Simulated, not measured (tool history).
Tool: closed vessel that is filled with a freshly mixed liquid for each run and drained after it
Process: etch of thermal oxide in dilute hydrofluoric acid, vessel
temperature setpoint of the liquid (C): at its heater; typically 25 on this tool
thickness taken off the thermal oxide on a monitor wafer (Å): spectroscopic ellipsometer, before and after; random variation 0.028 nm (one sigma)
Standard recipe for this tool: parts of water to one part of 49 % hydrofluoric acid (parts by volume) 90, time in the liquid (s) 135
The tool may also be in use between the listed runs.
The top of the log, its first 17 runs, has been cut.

run    hour  temperature setpoint of the liquid (C)  parts of water to one part of 49 % hydrofluoric acid (parts by volume)  time in the liquid (s)  read-back film thickness of the thermal oxide reference wafer, read on the same gauge (nm)  thickness taken off the thermal oxide on a monitor wafer (Å)
 18   814.5                                      25                                                                     135                     135                                                                                       49.99                                                          42.8
 19     841                                      25                                                                      90                     135                                                                                          50                                                          67.5
 20   896.9                                      25                                                                      50                     135                                                                                          50                                                         126.8
 21   926.4                                      30                                                                     110                     210                                                                                          50                                                         101.1
 22   959.2                                      25                                                                      50                     110                                                                                          50                                                         103.4
      969.8  -- thermometer replaced
 23  1016.6                                      25                                                                      90                     135                                                                                       50.01                                                          70.1
 24  1087.2                                      25                                                                      50                     110                                                                                       49.97                                                         107.9
 25    1129                                    26.5                                                                      90                     200                                                                                       50.02                                                         109.9
 26  1198.9                                      25                                                                      55                     175                                                                                       49.99                                                         153.7
 27  1242.4                                      25                                                                      90                     135                                                                                          50                                                          68.8
 28  1277.2                                      25                                                                     130                     135                                                                                       50.03                                                          45.3
 29  1330.1                                      22                                                                      55                     165                                                                                       50.01                                                         127.1
 30  1358.5                                      21                                                                     115                     135                                                                                       49.99                                                          44.5
 31    1389                                    20.5                                                                      70                     170                                                                                       49.98                                                          94.4
 32  1441.2                                      25                                                                      90                     135                                                                                       50.02                                                          68.2
 33  1481.3                                      25                                                                      90                     170                                                                                       50.01                                                          84.7
 34  1534.5                                      25                                                                      90                     110                                                                                       49.99                                                          54.9

4 ways to go on from here, each from the tool as it stands after run 34. What would each give?
  A  1535.2                                      25                                                                      90                     135                                                                                           ?                                                             ?
  B  1535.2                                      28                                                                     120                     135                                                                                           ?                                                             ?
  C  1535.2                                    28.5                                                                      75                      80                                                                                           ?                                                             ?
  D  1535.2                                    28.5                                                                      65                     135                                                                                           ?                                                             ?

run  read-back film thickness of the thermal oxide reference wafer, read on the same gauge (nm)  thickness taken off the thermal oxide on a monitor wafer (Å)
  A                                                                                       49.98                                                          67.2
  B                                                                                       49.98                                                          54.4
  C                                                                                       49.98                                                            56
  D                                                                                       49.98                                                         110.7
With no hidden state in the tool, these same runs would have given:
run  thickness taken off the thermal oxide on a monitor wafer (Å)
  A                                                          72.5
  B                                                          58.8
  C                                                          60.4
  D                                                         119.3
